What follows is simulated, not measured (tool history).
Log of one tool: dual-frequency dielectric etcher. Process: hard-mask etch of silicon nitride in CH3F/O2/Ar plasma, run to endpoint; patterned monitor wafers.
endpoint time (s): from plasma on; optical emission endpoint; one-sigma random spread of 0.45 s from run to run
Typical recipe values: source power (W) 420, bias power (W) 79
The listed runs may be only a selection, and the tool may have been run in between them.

run,hour,source power (W),bias power (W),"incoming incoming film thickness, nm",endpoint time (s)
1,0.0,420,79,51.6,69.1
2,60.7,420,79,51.2,70.0
3,86.7,420,79,51.3,69.9
# hour 238.5: wet clean of the chamber
4,239.0,420,79,51.4,68.2
5,284.5,420,79,51.3,68.0
6,309.0,420,79,51.8,68.9
7,371.7,460,79,51.5,66.7
8,429.8,420,79,51.1,68.0
# hour 477.3: source power generator calibrated
9,501.1,390,79,51.5,71.3
# hour 549.6: upper electrode replaced
# hour 559.1: bias power generator calibrated
10,567.1,480,94,51.1,62.3
11,611.3,520,69,51.3,67.5
12,658.0,420,79,52.2,71.6
13,695.6,350,91,51.7,71.5
14,736.2,320,79,51.2,76.1

Branching from run 14: 4 alternative next runs. What would each branch give?
A,736.6,420,79,51.4,?
B,736.6,480,63,51.4,?
C,736.6,330,99,51.4,?
D,736.6,370,70,51.4,?

run,endpoint time (s)
A,70.9
B,73.2
C,70.3
D,76.6
Had the tool no hidden state, the same runs would have come out as:
run,endpoint time (s)
A,67.0
B,69.2
C,66.4
D,72.4
